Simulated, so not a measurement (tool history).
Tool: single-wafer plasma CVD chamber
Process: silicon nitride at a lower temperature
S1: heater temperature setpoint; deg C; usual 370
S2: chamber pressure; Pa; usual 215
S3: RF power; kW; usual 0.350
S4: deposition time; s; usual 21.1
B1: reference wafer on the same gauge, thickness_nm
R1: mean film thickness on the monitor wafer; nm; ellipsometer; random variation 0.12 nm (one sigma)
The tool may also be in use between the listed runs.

Run 1, hour 0.0: usual settings; B1 27.490. Result: R1 26.163 nm.
Run 2, hour 10.0: usual settings; B1 27.512. Result: R1 26.032 nm.
Run 3, hour 25.2: usual settings but S4 19.5 s; B1 27.497. Result: R1 24.029 nm.
Run 4, hour 42.0: usual settings but S4 19.5 s; B1 27.556. Result: R1 23.979 nm.
Run 5, hour 50.1: usual settings but S4 19.5 s; B1 27.463. Result: R1 24.052 nm.
Run 6, hour 63.5: usual settings but S1 364 deg C; B1 27.439. Result: R1 25.862 nm.
Run 7, hour 77.2: usual settings but S1 364 deg C; B1 27.525. Result: R1 26.107 nm.
Run 8, hour 87.0: usual settings but S1 364 deg C; B1 27.545. Result: R1 25.837 nm.
At hour 129.4: capacitance manometer re-zeroed and calibrated.
At hour 137.7: RF generator calibrated.
Run 9, hour 139.5: usual settings; B1 27.511. Result: R1 27.343 nm.
Run 10, hour 145.9: usual settings; B1 27.529. Result: R1 27.238 nm.

Run 11 comes next. What will it give?
Run 11, hour 152.2: usual settings but S2 189 Pa, S4 20.0 s; B1 ?. Result: R1 ?.

B1: 27.493
R1: 24.795 nm
Without the tool's hidden state the same run would have given R1 24.821 nm.

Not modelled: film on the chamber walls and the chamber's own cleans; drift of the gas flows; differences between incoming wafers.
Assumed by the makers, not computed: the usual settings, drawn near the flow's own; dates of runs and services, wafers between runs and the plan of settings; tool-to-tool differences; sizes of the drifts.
